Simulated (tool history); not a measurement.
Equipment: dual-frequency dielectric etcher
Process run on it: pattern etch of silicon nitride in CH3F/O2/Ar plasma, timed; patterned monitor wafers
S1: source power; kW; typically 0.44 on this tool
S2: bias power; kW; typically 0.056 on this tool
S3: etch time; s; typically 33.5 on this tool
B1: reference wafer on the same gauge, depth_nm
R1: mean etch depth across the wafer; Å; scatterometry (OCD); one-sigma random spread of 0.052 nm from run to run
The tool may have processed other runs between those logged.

run    day    S1     S2    S3     B1     R1
  1      0  0.44  0.056  33.5   20.8  243.3
  2  0.717  0.44  0.056  33.5   20.8  244.5
     3.121  -- wet clean of the chamber
  3  3.142  0.44  0.056  33.5  20.81  236.3
  4  3.154  0.44  0.056  33.5  20.81  236.8
  5  3.196  0.44  0.056  33.5  20.81  236.9
     3.308  -- gauge calibrated
  6  3.821  0.44  0.056  33.5  20.79    236
  7  4.512  0.44  0.056  33.5  20.81  236.3
  8  4.992  0.44  0.056  33.5  20.81  237.2
      5.55  -- source power generator calibrated
     5.658  -- bias power generator calibrated
     6.229  -- upper electrode replaced
  9   6.25  0.44  0.056  33.5   20.8  238.7
 10  6.262  0.44  0.056  33.5  20.79  237.9
 11  6.275  0.44  0.067    26   20.8  196.5
 12  6.738  0.36  0.048    39   20.8  235.5
 13  7.433  0.44  0.056  33.5  20.79  239.3
 14  8.138  0.44  0.068    24  20.81  181.5
 15  8.546  0.44  0.042  33.5   20.8  219.1
     8.579  -- gauge calibrated
 16  8.979  0.37   0.05  33.5   20.8    209
 17  9.362   0.5  0.045    37   20.8    264
 18  9.958  0.35  0.064  28.5  20.81  187.5

Consider 3 possible next runs. They are alternatives, not a sequence: every one starts from the tool as it was left by run 18. What does each give?
  A  9.975  0.44  0.056  40.5   ?   ?
  B  9.975  0.49  0.056  33.5   ?   ?
  C  9.975  0.39  0.065    42   ?   ?

run    B1     R1
  A  20.8  287.6
  B  20.8  251.7
  C  20.8  293.4
Without the tool's hidden state the same runs would have given:
run     R1
  A  285.7
  B    250
  C  291.4
